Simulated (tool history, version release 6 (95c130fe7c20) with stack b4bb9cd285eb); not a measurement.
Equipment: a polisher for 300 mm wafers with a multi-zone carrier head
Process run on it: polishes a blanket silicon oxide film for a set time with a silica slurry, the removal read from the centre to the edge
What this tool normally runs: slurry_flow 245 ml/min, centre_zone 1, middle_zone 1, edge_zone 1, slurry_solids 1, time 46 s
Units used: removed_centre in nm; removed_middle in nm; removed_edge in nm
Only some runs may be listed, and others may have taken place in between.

run,day,slurry_flow,centre_zone,middle_zone,edge_zone,slurry_solids,time,wafers since the last listed run,wafers polished on this pad,hours since the slurry nozzle was cleaned,hours since the centre zone pressure was calibrated,hours since the edge zone pressure was calibrated,hours since the carrier head's membrane was replaced,"incoming thickness of the incoming film, nm",removed_centre,removed_middle,removed_edge
1,0,245,1,1,1,1,46,0,205,416.8,239.9,747.5,623.2,1041.9,137,139.5,144.8
# day 2.729: edge zone pressure recalibrated
2,3.846,280,1,1.07,0.89,1.25,46,540,746,509.1,332.2,26.8,715.5,1044.7,148.1,162,148
3,7.129,245,1,0.92,1,1,46,471,1218,587.9,411,105.6,794.3,1035.1,135.5,131.6,144.1
4,9.904,245,0.97,0.96,1,1.15,46,398,1617,654.5,477.6,172.2,860.9,1026.7,131.6,140.2,150.6
5,13.425,245,1,1,1,1.15,36,506,2123,739,562.1,256.7,945.4,1045.8,106,116.4,120.7
# day 13.896: slurry nozzle cleaned
6,17.104,245,1,1,1,1,46,522,2646,77,650.4,345,1033.7,1026.7,133.2,143.3,145.4
# day 21.092: centre zone pressure recalibrated
7,21.571,245,1,0.94,1,1.3,46,630,3276,184.2,11.5,452.2,1140.9,1021,158.1,145.1,157.8
8,25.375,245,1,1,1,1,58,546,3823,275.5,102.8,543.5,1232.2,1038,177.9,175.7,182.4
9,26.896,245,1,0.9,1,1,46,218,4041,312,139.3,580,1268.7,1031.6,136.4,128.6,145.4
# day 27.671: worn pad replaced by a new one
10,29.075,245,1,0.97,1,1,46,289,201,364.3,191.6,632.3,1321,1042,136.5,136.5,145.4
# day 29.325: carrier head's membrane replaced by a new one
11,31.583,245,0.91,0.96,1,1,46,330,532,424.5,251.8,692.5,54.2,1023.2,121.3,137.3,145.5
12,36.021,245,0.97,1.09,1,1.2,41,637,1170,531,358.3,799,160.7,1054.2,118.9,137.9,136.1
13,39.2,200,0.91,0.91,0.96,1,46,456,1627,607.3,434.6,875.3,237,1038.9,116.1,126.5,139.6
# day 41.908: edge zone pressure recalibrated
14,42.65,300,1.09,1,1,1,33,483,2111,690.1,517.4,17.8,319.8,1051.4,102.6,103.2,104.3
# day 44.871: slurry nozzle cleaned
15,46.754,245,0.93,0.91,1,0.9,33,583,2695,45.2,615.9,116.3,418.3,1049.6,80,93.8,101.6
# day 48.362: centre zone pressure recalibrated
16,49.096,245,1,1.05,1,1,46,324,3019,101.4,17.6,172.5,474.5,1041.4,143.8,147.5,145.6
17,52.046,245,1,1,1,1,46,424,3443,172.2,88.4,243.3,545.3,1034.3,136.8,144.3,143.6
18,55.638,245,1,1,1,1,46,516,3959,258.4,174.6,329.5,631.5,1037.7,131.3,141.4,144.5
19,59.067,245,1,1,1,1,46,492,4452,340.7,256.9,411.8,713.8,1037.1,133.2,139.2,144.6
# day 59.433: worn pad replaced by a new one
20,61.954,245,1,1,0.88,1,58,391,362,410,326.2,481.1,783.1,1019.7,163.2,179.7,173.4
21,73.379,315,1.11,1,1,1,37,1642,2004,684.2,600.4,755.3,1057.3,1030,116.2,118.1,117.2
# day 74.35: carrier head's membrane replaced by a new one
# day 75.196: slurry nozzle cleaned
22,75.967,215,1.11,0.95,1,1,32,335,2340,18.5,662.5,817.4,38.8,1036.9,93.7,91.3,99.1

State the hidden condition of the tool at each of the runs:
removal rate lost through wear of the pad, %: 0 at every run
slurry flow missing at the pad, %: 0 at every run
deviation of the edge zone's pressure from its setpoint, %: 0 at every run
H1: deviation of the centre zone's pressure from its setpoint, %
run,H1
1,-6.94
2,-8.4
3,-9.25
4,-9.77
5,-10.2
6,-10.6
7,-1.28
8,-5.3
9,-6.5
10,-7.91
11,-9.18
12,-10.7
13,-11.5
14,-12
15,-12.5
16,-3.42
17,-6.58
18,-9.3
19,-11.1
20,-12.2
21,-14.2
22,-14.4

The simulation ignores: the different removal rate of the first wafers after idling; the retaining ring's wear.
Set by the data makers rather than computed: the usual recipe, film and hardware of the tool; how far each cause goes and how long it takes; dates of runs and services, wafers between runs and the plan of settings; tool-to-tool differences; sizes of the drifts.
